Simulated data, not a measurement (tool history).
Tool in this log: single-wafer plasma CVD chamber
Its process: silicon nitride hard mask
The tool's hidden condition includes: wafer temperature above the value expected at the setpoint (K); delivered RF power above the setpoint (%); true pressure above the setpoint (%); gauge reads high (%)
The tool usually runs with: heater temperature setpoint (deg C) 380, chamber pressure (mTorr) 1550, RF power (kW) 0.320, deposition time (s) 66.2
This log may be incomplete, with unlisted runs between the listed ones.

| run | hour | heater temperature setpoint (deg C) | chamber pressure (mTorr) | RF power (kW) | deposition time (s) | wafers since the last listed run | hours since the last thermocouple change | hours since the last RF generator calibration | hours since the last manometer calibration | hours since the showerhead was replaced | hours since the gauge calibration | read-back reference wafer on the same gauge, thickness_nm | mean film thickness on the monitor wafer (angstrom) |
|---|---|---|---|---|---|---|---|---|---|---|---|---|---|
| 1 | 0.0 | 380 | 1550 | 0.320 | 66.2 | 0 | 0.5 | 1282.1 | 23.2 | 4523.3 | 290.6 | 92.835 | 793.02 |
| 2 | 32.7 | 380 | 1680 | 0.320 | 66.2 | 713 | 33.2 | 1314.8 | 55.9 | 4556.0 | 323.3 | 92.916 | 820.04 |
| 3 | 46.4 | 380 | 1680 | 0.320 | 66.2 | 299 | 46.9 | 1328.5 | 69.6 | 4569.7 | 337.0 | 92.902 | 816.65 |
| 4 | 79.3 | 380 | 1680 | 0.320 | 66.2 | 718 | 79.8 | 1361.4 | 102.5 | 4602.6 | 369.9 | 92.897 | 820.43 |
| 5 | 112.1 | 387 | 1550 | 0.320 | 56.8 | 715 | 112.6 | 1394.2 | 135.3 | 4635.4 | 402.7 | 92.877 | 680.97 |
| 6 | 138.7 | 380 | 1550 | 0.320 | 66.2 | 580 | 139.2 | 1420.8 | 161.9 | 4662.0 | 429.3 | 92.890 | 795.47 |
| 7 | 169.3 | 380 | 1550 | 0.320 | 66.2 | 667 | 169.8 | 1451.4 | 192.5 | 4692.6 | 459.9 | 92.879 | 796.47 |
| 8 | 192.5 | 365 | 1550 | 0.320 | 66.2 | 506 | 193.0 | 1474.6 | 215.7 | 4715.8 | 483.1 | 92.900 | 805.17 |
| 9 | 216.5 | 386 | 1550 | 0.320 | 55.2 | 523 | 217.0 | 1498.6 | 239.7 | 4739.8 | 507.1 | 92.903 | 663.42 |
| 10 | 246.6 | 374 | 1720 | 0.280 | 55.5 | 657 | 247.1 | 1528.7 | 269.8 | 4769.9 | 537.2 | 92.908 | 637.49 |
| 11 | 264.8 | 392 | 1550 | 0.320 | 57.2 | 397 | 265.3 | 1546.9 | 288.0 | 4788.1 | 555.4 | 92.886 | 688.73 |
| 12 | 283.4 | 395 | 1550 | 0.320 | 66.2 | 406 | 283.9 | 1565.5 | 306.6 | 4806.7 | 574.0 | 92.923 | 795.36 |
|  | 299.1 | RF generator calibrated |
| 13 | 313.9 | 380 | 1550 | 0.320 | 66.2 | 491 | 314.4 | 14.8 | 337.1 | 4837.2 | 604.5 | 92.853 | 798.80 |
| 14 | 336.4 | 386 | 1550 | 0.275 | 66.2 | 491 | 336.9 | 37.3 | 359.6 | 4859.7 | 627.0 | 92.879 | 718.40 |
|  | 356.5 | gauge calibrated |
| 15 | 364.9 | 380 | 1550 | 0.320 | 66.2 | 622 | 365.4 | 65.8 | 388.1 | 4888.2 | 8.4 | 92.922 | 803.13 |
| 16 | 392.0 | 380 | 1550 | 0.320 | 66.2 | 591 | 392.5 | 92.9 | 415.2 | 4915.3 | 35.5 | 92.950 | 801.12 |
|  | 401.7 | showerhead replaced |
| 17 | 411.1 | 385 | 1240 | 0.380 | 53.0 | 242 | 411.6 | 112.0 | 434.3 | 9.4 | 54.6 | 92.926 | 658.50 |
| 18 | 438.5 | 380 | 1550 | 0.320 | 59.6 | 598 | 439.0 | 139.4 | 461.7 | 36.8 | 82.0 | 92.931 | 724.28 |
| 19 | 455.7 | 380 | 1550 | 0.320 | 66.2 | 375 | 456.2 | 156.6 | 478.9 | 54.0 | 99.2 | 92.901 | 803.81 |
| 20 | 474.4 | 380 | 1550 | 0.280 | 66.2 | 408 | 474.9 | 175.3 | 497.6 | 72.7 | 117.9 | 92.919 | 734.51 |

For run 21, what comes out?
| 21 | 497.6 | 366 | 1370 | 0.320 | 66.2 | 506 | 498.1 | 198.5 | 520.8 | 95.9 | 141.1 | ? | ? |

{"run 21": {"read-back reference wafer on the same gauge, thickness_nm": 92.873, "mean film thickness on the monitor wafer (angstrom)": 771.55}}
The same run, on a tool lacking any hidden state, would have yielded mean film thickness on the monitor wafer (angstrom) 756.96.
